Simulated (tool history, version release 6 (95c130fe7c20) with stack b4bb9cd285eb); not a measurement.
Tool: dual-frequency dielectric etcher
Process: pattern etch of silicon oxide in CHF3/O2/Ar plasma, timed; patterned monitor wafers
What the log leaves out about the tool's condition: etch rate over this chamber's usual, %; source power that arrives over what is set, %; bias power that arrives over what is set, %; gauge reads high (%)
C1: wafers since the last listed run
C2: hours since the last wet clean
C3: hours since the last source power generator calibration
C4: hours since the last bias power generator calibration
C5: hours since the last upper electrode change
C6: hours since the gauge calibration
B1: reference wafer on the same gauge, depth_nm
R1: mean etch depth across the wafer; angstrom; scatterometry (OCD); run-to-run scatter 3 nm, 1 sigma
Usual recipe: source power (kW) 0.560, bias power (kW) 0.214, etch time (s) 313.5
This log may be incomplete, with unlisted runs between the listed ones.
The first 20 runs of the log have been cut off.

{"run": 21, "hour": 432.6, "source power (kW)": 0.65, "bias power (kW)": 0.266, "etch time (s)": 250.5, "C1": 104, "C2": 58.3, "C3": 414.5, "C4": 157.1, "C5": 128.1, "C6": 312.4, "B1": 678.6, "R1": 5720}
{"run": 22, "hour": 447.6, "source power (kW)": 0.48, "bias power (kW)": 0.265, "etch time (s)": 313.5, "C1": 93, "C2": 73.3, "C3": 429.5, "C4": 172.1, "C5": 143.1, "C6": 327.4, "B1": 679.1, "R1": 6544}
{"run": 23, "hour": 479.8, "source power (kW)": 0.46, "bias power (kW)": 0.228, "etch time (s)": 270.0, "C1": 201, "C2": 105.5, "C3": 461.7, "C4": 204.3, "C5": 175.3, "C6": 359.6, "B1": 678.7, "R1": 5338}
{"run": 24, "hour": 507.2, "source power (kW)": 0.56, "bias power (kW)": 0.214, "etch time (s)": 313.5, "C1": 171, "C2": 132.9, "C3": 489.1, "C4": 231.7, "C5": 202.7, "C6": 387.0, "B1": 679.0, "R1": 6414}
{"run": 25, "hour": 525.2, "source power (kW)": 0.67, "bias power (kW)": 0.189, "etch time (s)": 244.0, "C1": 112, "C2": 150.9, "C3": 507.1, "C4": 249.7, "C5": 220.7, "C6": 405.0, "B1": 679.0, "R1": 5106}
{"run": 26, "hour": 558.8, "source power (kW)": 0.45, "bias power (kW)": 0.175, "etch time (s)": 230.5, "C1": 210, "C2": 184.5, "C3": 540.7, "C4": 283.3, "C5": 254.3, "C6": 438.6, "B1": 678.8, "R1": 4191}
{"run": 27, "hour": 589.9, "source power (kW)": 0.56, "bias power (kW)": 0.253, "etch time (s)": 313.5, "C1": 194, "C2": 215.6, "C3": 571.8, "C4": 314.4, "C5": 285.4, "C6": 469.7, "B1": 678.7, "R1": 6833}
{"run": 28, "hour": 604.2, "source power (kW)": 0.63, "bias power (kW)": 0.2, "etch time (s)": 342.0, "C1": 89, "C2": 229.9, "C3": 586.1, "C4": 328.7, "C5": 299.7, "C6": 484.0, "B1": 678.8, "R1": 7127}
{"run": 29, "hour": 623.8, "source power (kW)": 0.61, "bias power (kW)": 0.231, "etch time (s)": 313.5, "C1": 122, "C2": 249.5, "C3": 605.7, "C4": 348.3, "C5": 319.3, "C6": 503.6, "B1": 678.9, "R1": 6797}
{"run": 30, "hour": 656.3, "source power (kW)": 0.56, "bias power (kW)": 0.214, "etch time (s)": 313.5, "C1": 203, "C2": 282.0, "C3": 638.2, "C4": 380.8, "C5": 351.8, "C6": 536.1, "B1": 679.3, "R1": 6556}

Branching from run 30: 4 alternative next runs. What would each branch give?
{"run": "A", "hour": 656.8, "source power (kW)": 0.5, "bias power (kW)": 0.214, "etch time (s)": 313.5, "C1": 3, "C2": 282.5, "C3": 638.7, "C4": 381.3, "C5": 352.3, "C6": 536.6, "B1": "?", "R1": "?"}
{"run": "B", "hour": 656.8, "source power (kW)": 0.56, "bias power (kW)": 0.237, "etch time (s)": 249.5, "C1": 3, "C2": 282.5, "C3": 638.7, "C4": 381.3, "C5": 352.3, "C6": 536.6, "B1": "?", "R1": "?"}
{"run": "C", "hour": 656.8, "source power (kW)": 0.56, "bias power (kW)": 0.171, "etch time (s)": 342.0, "C1": 3, "C2": 282.5, "C3": 638.7, "C4": 381.3, "C5": 352.3, "C6": 536.6, "B1": "?", "R1": "?"}
{"run": "D", "hour": 656.8, "source power (kW)": 0.52, "bias power (kW)": 0.253, "etch time (s)": 254.5, "C1": 3, "C2": 282.5, "C3": 638.7, "C4": 381.3, "C5": 352.3, "C6": 536.6, "B1": "?", "R1": "?"}

run=A B1=679.3 R1=6279
run=B B1=679.3 R1=5322
run=C B1=679.3 R1=6612
run=D B1=679.3 R1=5430
Without the tool's hidden state the same runs would have given:
run=A R1=6107
run=B R1=5176
run=C R1=6431
run=D R1=5282
